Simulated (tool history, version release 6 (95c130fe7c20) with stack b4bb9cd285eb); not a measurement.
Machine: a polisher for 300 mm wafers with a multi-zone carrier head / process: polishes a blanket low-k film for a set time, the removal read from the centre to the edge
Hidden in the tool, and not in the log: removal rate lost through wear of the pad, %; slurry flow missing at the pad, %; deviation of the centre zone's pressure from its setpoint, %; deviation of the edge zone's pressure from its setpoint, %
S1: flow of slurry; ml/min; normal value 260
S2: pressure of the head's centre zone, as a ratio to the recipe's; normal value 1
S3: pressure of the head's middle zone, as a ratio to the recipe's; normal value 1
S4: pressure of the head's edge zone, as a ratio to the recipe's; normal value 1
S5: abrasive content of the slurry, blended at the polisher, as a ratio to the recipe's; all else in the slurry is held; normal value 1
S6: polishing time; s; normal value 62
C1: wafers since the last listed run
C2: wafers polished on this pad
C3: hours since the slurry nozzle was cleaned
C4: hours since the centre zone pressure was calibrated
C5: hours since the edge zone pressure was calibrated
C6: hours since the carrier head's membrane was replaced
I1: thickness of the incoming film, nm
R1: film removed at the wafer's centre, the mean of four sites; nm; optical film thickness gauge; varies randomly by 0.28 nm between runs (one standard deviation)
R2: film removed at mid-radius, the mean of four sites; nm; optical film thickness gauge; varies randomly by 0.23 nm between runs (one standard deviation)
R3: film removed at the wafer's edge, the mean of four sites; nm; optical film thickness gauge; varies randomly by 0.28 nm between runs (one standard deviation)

run,hour,S1,S2,S3,S4,S5,S6,C1,C2,C3,C4,C5,C6,I1,R1,R2,R3
1,0,260,1,1.04,1,1,68,0,2135,583.3,0.5,217.3,1348,647.9,20.2,20.9,20.3
2,28.9,260,1,1.04,1,1,68,293,2429,612.2,29.4,246.2,1376.9,650.4,19.9,21,20.3
3,72.2,260,1,1,1,1,62,440,2870,655.5,72.7,289.5,1420.2,655.3,18.2,18,18.5
# hour 93.8: worn pad replaced by a new one
4,127.6,260,1,1,1,1,62,522,343,710.9,128.1,344.9,1475.6,644.3,17.7,18.2,18.4
# hour 136.1: slurry nozzle cleaned
5,219.1,345,1,1.05,1,0.85,53,920,1264,83,219.6,436.4,1567.1,658.5,15.6,16.3,15.5
6,256.3,260,1,0.95,1,1,72,378,1642,120.2,256.8,473.6,1604.3,646.6,23.4,22.3,22.5
7,284.2,260,1,1,1,1,62,283,1926,148.1,284.7,501.5,1632.2,649.9,19.2,19.7,19.1
# hour 332.6: carrier head's membrane replaced by a new one
8,355.2,260,1,1,1,1,62,671,2598,219.1,355.7,572.5,22.6,643.1,19.8,19.7,19.3
# hour 373.4: worn pad replaced by a new one
9,404.7,260,1,1,1,1,62,462,318,268.6,405.2,622,72.1,645.6,20,19.5,19.4
10,467.5,260,0.91,1,1,1,62,638,957,331.4,468,684.8,134.9,654.5,18.7,19.8,19.6
11,533.1,190,1,1,1,1,62,667,1624,397,533.6,750.4,200.5,656.9,18.8,18.7,18.8
12,578,260,1,1,1,1,62,456,2081,441.9,578.5,795.3,245.4,655.4,19.7,19.5,19
# hour 641: edge zone pressure recalibrated
13,674.3,260,1,1,1,1,76,959,3040,538.2,674.8,33.3,341.7,653.6,24.5,23.4,23.7
14,726.2,230,0.94,0.92,1.04,1,62,527,3568,590.1,726.7,85.2,393.6,648.7,18.4,17.7,18.9
# hour 732.1: worn pad replaced by a new one
15,770,260,1,1,1,0.7,47,404,385,633.9,770.5,129,437.4,657.2,11.6,11.2,11
16,813.2,260,1,1,1,0.75,62,439,824,677.1,813.7,172.2,480.6,663.7,16.4,15.3,15.2
# hour 829.2: slurry nozzle cleaned
# hour 832.1: centre zone pressure recalibrated
17,848.5,260,1,0.96,1,1,62,328,1153,19.3,16.4,207.5,515.9,640.3,19.1,19.6,18.8
18,883.4,260,1,1,0.97,1,62,354,1508,54.2,51.3,242.4,550.8,642.4,18.6,20,18.7
19,945,190,1,1,1,1,62,626,2135,115.8,112.9,304,612.4,645.5,18.5,18.8,18.9
20,1008.2,260,1,1.07,1,1,41,642,2777,179,176.1,367.2,675.6,656.8,13,13.6,12.9

Predict each of these 5 candidate next runs independently; none follows another, all start after run 20:
A,1008.6,260,1.07,1,1,1,62,4,2781,179.4,176.5,367.6,676,654.9,?,?,?
B,1008.6,215,1,1,1.09,1.2,76,4,2781,179.4,176.5,367.6,676,654.9,?,?,?
C,1008.6,260,1,1,0.95,1.15,62,4,2781,179.4,176.5,367.6,676,654.9,?,?,?
D,1008.6,260,1,1,1,1,79,4,2781,179.4,176.5,367.6,676,654.9,?,?,?
E,1008.6,260,0.95,1,1,1,68,4,2781,179.4,176.5,367.6,676,654.9,?,?,?

run,R1,R2,R3
A,20.2,19.4,19.3
B,25.5,25.5,26.6
C,20.9,20.9,20.2
D,24.7,24.7,24.5
E,20.6,21.2,21.1
Stripped of hidden state, with their random variation kept, the same runs would have yielded:
run,R1,R2,R3
A,20.6,19.5,19.3
B,25.9,25.7,26.8
C,21.2,21,20.3
D,25.1,24.8,24.7
E,20.9,21.4,21.2
